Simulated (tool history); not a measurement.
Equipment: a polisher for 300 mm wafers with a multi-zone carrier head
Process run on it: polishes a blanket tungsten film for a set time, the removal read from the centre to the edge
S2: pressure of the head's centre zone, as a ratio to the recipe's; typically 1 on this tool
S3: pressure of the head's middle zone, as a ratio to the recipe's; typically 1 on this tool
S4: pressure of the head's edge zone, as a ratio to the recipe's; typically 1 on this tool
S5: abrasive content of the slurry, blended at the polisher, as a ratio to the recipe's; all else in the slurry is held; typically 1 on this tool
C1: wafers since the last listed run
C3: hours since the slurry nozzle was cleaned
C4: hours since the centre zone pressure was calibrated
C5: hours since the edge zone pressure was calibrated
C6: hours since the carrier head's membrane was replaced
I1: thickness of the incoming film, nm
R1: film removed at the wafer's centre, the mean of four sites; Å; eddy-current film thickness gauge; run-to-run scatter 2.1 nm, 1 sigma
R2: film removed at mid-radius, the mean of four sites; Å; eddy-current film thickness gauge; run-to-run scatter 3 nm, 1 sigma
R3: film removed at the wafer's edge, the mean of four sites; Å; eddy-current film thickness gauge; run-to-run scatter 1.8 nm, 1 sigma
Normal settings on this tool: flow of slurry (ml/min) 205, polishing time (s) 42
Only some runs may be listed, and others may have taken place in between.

Run 1, hour 0: usual settings but S4 0.93; C1 0; wafers polished on this pad 94; C3 213.9; C4 108.8; C5 71.3; C6 49.6; I1 1525.2. Result: R1 2454 Å, R2 2368 Å, R3 2257 Å.
Run 2, hour 6.3: usual settings; C1 74; wafers polished on this pad 168; C3 220.2; C4 115.1; C5 77.6; C6 55.9; I1 1546.7. Result: R1 2444 Å, R2 2382 Å, R3 2360 Å.
Run 3, hour 15.8: usual settings but S3 0.89; C1 112; wafers polished on this pad 281; C3 229.7; C4 124.6; C5 87.1; C6 65.4; I1 1536.1. Result: R1 2474 Å, R2 2137 Å, R3 2349 Å.
Run 4, hour 23.5: usual settings but S2 0.94, S3 0.97, S4 0.89, polishing time (s) 53; C1 90; wafers polished on this pad 372; C3 237.4; C4 132.3; C5 94.8; C6 73.1; I1 1521.2. Result: R1 2886 Å, R2 2872 Å, R3 2819 Å.
Run 5, hour 39.7: usual settings; C1 191; wafers polished on this pad 563; C3 253.6; C4 148.5; C5 111; C6 89.3; I1 1538.8. Result: R1 2444 Å, R2 2360 Å, R3 2344 Å.
Run 6, hour 52.6: usual settings but S2 0.89, S3 1.04; C1 152; wafers polished on this pad 715; C3 266.5; C4 161.4; C5 123.9; C6 102.2; I1 1547.4. Result: R1 2165 Å, R2 2415 Å, R3 2351 Å.
Run 7, hour 60.1: usual settings but S3 0.9; C1 88; wafers polished on this pad 804; C3 274; C4 168.9; C5 131.4; C6 109.7; I1 1539.1. Result: R1 2455 Å, R2 2128 Å, R3 2344 Å.
Run 8, hour 66.5: usual settings; C1 75; wafers polished on this pad 879; C3 280.4; C4 175.3; C5 137.8; C6 116.1; I1 1537.2. Result: R1 2446 Å, R2 2368 Å, R3 2335 Å.
Run 9, hour 73.7: usual settings; C1 85; wafers polished on this pad 965; C3 287.6; C4 182.5; C5 145; C6 123.3; I1 1534.3. Result: R1 2475 Å, R2 2355 Å, R3 2381 Å.
Run 10, hour 86.8: usual settings but S2 0.96; C1 154; wafers polished on this pad 1119; C3 300.7; C4 195.6; C5 158.1; C6 136.4; I1 1520.1. Result: R1 2352 Å, R2 2328 Å, R3 2366 Å.
Run 11, hour 100.7: usual settings; C1 164; wafers polished on this pad 1283; C3 314.6; C4 209.5; C5 172; C6 150.3; I1 1536.3. Result: R1 2449 Å, R2 2274 Å, R3 2398 Å.
Run 12, hour 110.7: usual settings but flow of slurry (ml/min) 225, S3 1.1, S4 0.97; C1 118; wafers polished on this pad 1402; C3 324.6; C4 219.5; C5 182; C6 160.3; I1 1530.1. Result: R1 2494 Å, R2 2578 Å, R3 2341 Å.
Run 13, hour 119.7: usual settings but S5 1.25; C1 106; wafers polished on this pad 1508; C3 333.6; C4 228.5; C5 191; C6 169.3; I1 1559.8. Result: R1 2567 Å, R2 2501 Å, R3 2453 Å.
At hour 128.2: worn pad replaced by a new one.
Run 14, hour 128.7: usual settings but flow of slurry (ml/min) 270, S4 0.93; C1 59; wafers polished on this pad 5; C3 342.6; C4 237.5; C5 200; C6 178.3; I1 1550.1. Result: R1 2559 Å, R2 2450 Å, R3 2379 Å.
Run 15, hour 135.2: usual settings but S2 0.88, S4 0.89, polishing time (s) 48; C1 76; wafers polished on this pad 82; C3 349.1; C4 244; C5 206.5; C6 184.8; I1 1526.1. Result: R1 2455 Å, R2 2731 Å, R3 2551 Å.
Run 16, hour 148.2: usual settings but S2 1.11, S5 0.9; C1 153; wafers polished on this pad 236; C3 362.1; C4 257; C5 219.5; C6 197.8; I1 1523.7. Result: R1 2626 Å, R2 2317 Å, R3 2301 Å.
Run 17, hour 159.7: usual settings but polishing time (s) 34; C1 135; wafers polished on this pad 372; C3 373.6; C4 268.5; C5 231; C6 209.3; I1 1532.3. Result: R1 1958 Å, R2 1875 Å, R3 1923 Å.

Expected results for the next run?
Run 18, hour 168.8: usual settings; C1 107; wafers polished on this pad 479; C3 382.7; C4 277.6; C5 240.1; C6 218.4; I1 1558.7. Result: R1 ?, R2 ?, R3 ?.

R1: 2450 Å
R2: 2368 Å
R3: 2353 Å
Minus the tool's unlogged condition, the same run would have read R1 2450 Å, R2 2368 Å, R3 2353 Å.
